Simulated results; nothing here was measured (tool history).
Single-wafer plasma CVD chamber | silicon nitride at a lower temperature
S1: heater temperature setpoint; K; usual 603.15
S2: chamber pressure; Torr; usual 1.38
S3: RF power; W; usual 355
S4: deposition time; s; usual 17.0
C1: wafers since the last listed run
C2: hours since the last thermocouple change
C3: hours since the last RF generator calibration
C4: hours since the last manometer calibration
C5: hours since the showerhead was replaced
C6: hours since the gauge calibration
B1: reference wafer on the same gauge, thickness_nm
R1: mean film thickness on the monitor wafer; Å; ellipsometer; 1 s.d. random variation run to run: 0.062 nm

| run | hour | S1 | S2 | S3 | S4 | C1 | C2 | C3 | C4 | C5 | C6 | B1 | R1 |
|---|---|---|---|---|---|---|---|---|---|---|---|---|---|
| 1 | 0.0 | 603.15 | 1.38 | 355 | 17.7 | 0 | 829.2 | 601.5 | 1933.9 | 4015.6 | 670.2 | 19.204 | 231.78 |
| 2 | 28.8 | 603.15 | 1.38 | 355 | 17.7 | 449 | 858.0 | 630.3 | 1962.7 | 4044.4 | 699.0 | 19.204 | 230.51 |
| 3 | 58.6 | 603.15 | 1.38 | 355 | 17.7 | 465 | 887.8 | 660.1 | 1992.5 | 4074.2 | 728.8 | 19.209 | 231.73 |
| 4 | 92.7 | 611.15 | 1.38 | 355 | 17.0 | 532 | 921.9 | 694.2 | 2026.6 | 4108.3 | 762.9 | 19.206 | 219.78 |
| 5 | 123.4 | 603.15 | 1.38 | 355 | 17.0 | 479 | 952.6 | 724.9 | 2057.3 | 4139.0 | 793.6 | 19.204 | 220.78 |
|  | 132.4 | gauge calibrated |
| 6 | 156.1 | 603.15 | 1.38 | 355 | 17.0 | 510 | 985.3 | 757.6 | 2090.0 | 4171.7 | 23.7 | 19.200 | 220.26 |
| 7 | 188.8 | 603.15 | 1.38 | 355 | 17.0 | 510 | 1018.0 | 790.3 | 2122.7 | 4204.4 | 56.4 | 19.194 | 220.00 |
| 8 | 222.6 | 603.15 | 1.56 | 355 | 17.0 | 527 | 1051.8 | 824.1 | 2156.5 | 4238.2 | 90.2 | 19.196 | 228.80 |
|  | 257.1 | capacitance manometer re-zeroed and calibrated |
|  | 259.0 | thermocouple changed; heater temperature recalibrated |
| 9 | 259.5 | 603.15 | 1.56 | 355 | 17.0 | 422 | 0.5 | 861.0 | 2.4 | 4275.1 | 127.1 | 19.198 | 227.86 |
| 10 | 270.2 | 615.15 | 1.38 | 355 | 17.0 | 167 | 11.2 | 871.7 | 13.1 | 4285.8 | 137.8 | 19.190 | 218.35 |
|  | 295.9 | showerhead replaced |
| 11 | 302.1 | 615.15 | 1.38 | 355 | 17.0 | 373 | 43.1 | 903.6 | 45.0 | 6.2 | 169.7 | 19.195 | 218.63 |
| 12 | 321.2 | 603.15 | 1.13 | 355 | 17.0 | 298 | 62.2 | 922.7 | 64.1 | 25.3 | 188.8 | 19.192 | 203.70 |
| 13 | 349.2 | 608.15 | 1.38 | 355 | 17.0 | 437 | 90.2 | 950.7 | 92.1 | 53.3 | 216.8 | 19.185 | 217.60 |
| 14 | 368.4 | 603.15 | 1.19 | 375 | 17.0 | 299 | 109.4 | 969.9 | 111.3 | 72.5 | 236.0 | 19.208 | 212.51 |
|  | 376.7 | RF generator calibrated |
| 15 | 388.4 | 603.15 | 1.38 | 355 | 17.0 | 187 | 129.4 | 11.7 | 131.3 | 92.5 | 256.0 | 19.195 | 224.06 |
| 16 | 405.8 | 603.15 | 1.38 | 425 | 20.2 | 271 | 146.8 | 29.1 | 148.7 | 109.9 | 273.4 | 19.196 | 284.34 |
| 17 | 425.8 | 603.15 | 1.12 | 380 | 14.0 | 312 | 166.8 | 49.1 | 168.7 | 129.9 | 293.4 | 19.201 | 176.28 |
| 18 | 443.0 | 611.15 | 1.16 | 330 | 17.9 | 268 | 184.0 | 66.3 | 185.9 | 147.1 | 310.6 | 19.213 | 216.73 |
| 19 | 457.1 | 613.15 | 1.57 | 285 | 14.7 | 220 | 198.1 | 80.4 | 200.0 | 161.2 | 324.7 | 19.205 | 186.67 |
| 20 | 475.4 | 617.15 | 1.26 | 295 | 17.0 | 285 | 216.4 | 98.7 | 218.3 | 179.5 | 343.0 | 19.198 | 203.32 |
| 21 | 507.5 | 595.15 | 1.38 | 335 | 17.0 | 501 | 248.5 | 130.8 | 250.4 | 211.6 | 375.1 | 19.209 | 220.61 |
| 22 | 541.7 | 603.15 | 1.38 | 355 | 17.0 | 534 | 282.7 | 165.0 | 284.6 | 245.8 | 409.3 | 19.204 | 222.95 |
| 23 | 576.0 | 603.15 | 1.04 | 355 | 17.0 | 535 | 317.0 | 199.3 | 318.9 | 280.1 | 443.6 | 19.204 | 202.27 |
| 24 | 597.2 | 612.15 | 1.38 | 400 | 17.0 | 331 | 338.2 | 220.5 | 340.1 | 301.3 | 464.8 | 19.207 | 233.72 |
| 25 | 625.3 | 613.15 | 1.38 | 355 | 17.0 | 438 | 366.3 | 248.6 | 368.2 | 329.4 | 492.9 | 19.198 | 221.90 |
| 26 | 702.9 | 613.15 | 1.16 | 355 | 20.1 | 1211 | 443.9 | 326.2 | 445.8 | 407.0 | 570.5 | 19.202 | 247.87 |
| 27 | 716.0 | 603.15 | 1.38 | 355 | 17.0 | 204 | 457.0 | 339.3 | 458.9 | 420.1 | 583.6 | 19.202 | 222.81 |
| 28 | 739.3 | 603.15 | 1.56 | 355 | 17.0 | 363 | 480.3 | 362.6 | 482.2 | 443.4 | 606.9 | 19.191 | 230.98 |
| 29 | 763.8 | 603.15 | 1.38 | 355 | 17.0 | 382 | 504.8 | 387.1 | 506.7 | 467.9 | 631.4 | 19.212 | 222.76 |

Predict each of these 4 candidate next runs independently; none follows another, all start after run 29:
| A | 764.2 | 603.15 | 1.38 | 355 | 18.3 | 6 | 505.2 | 387.5 | 507.1 | 468.3 | 631.8 | ? | ? |
| B | 764.2 | 603.15 | 1.38 | 305 | 17.0 | 6 | 505.2 | 387.5 | 507.1 | 468.3 | 631.8 | ? | ? |
| C | 764.2 | 603.15 | 1.38 | 355 | 19.4 | 6 | 505.2 | 387.5 | 507.1 | 468.3 | 631.8 | ? | ? |
| D | 764.2 | 597.15 | 1.21 | 355 | 17.0 | 6 | 505.2 | 387.5 | 507.1 | 468.3 | 631.8 | ? | ? |

| run | B1 | R1 |
|---|---|---|
| A | 19.215 | 240.63 |
| B | 19.215 | 211.95 |
| C | 19.215 | 255.07 |
| D | 19.215 | 214.40 |
Stripped of hidden state, with their random variation kept, the same runs would have yielded:
| run | R1 |
|---|---|
| A | 242.06 |
| B | 213.25 |
| C | 256.57 |
| D | 215.67 |
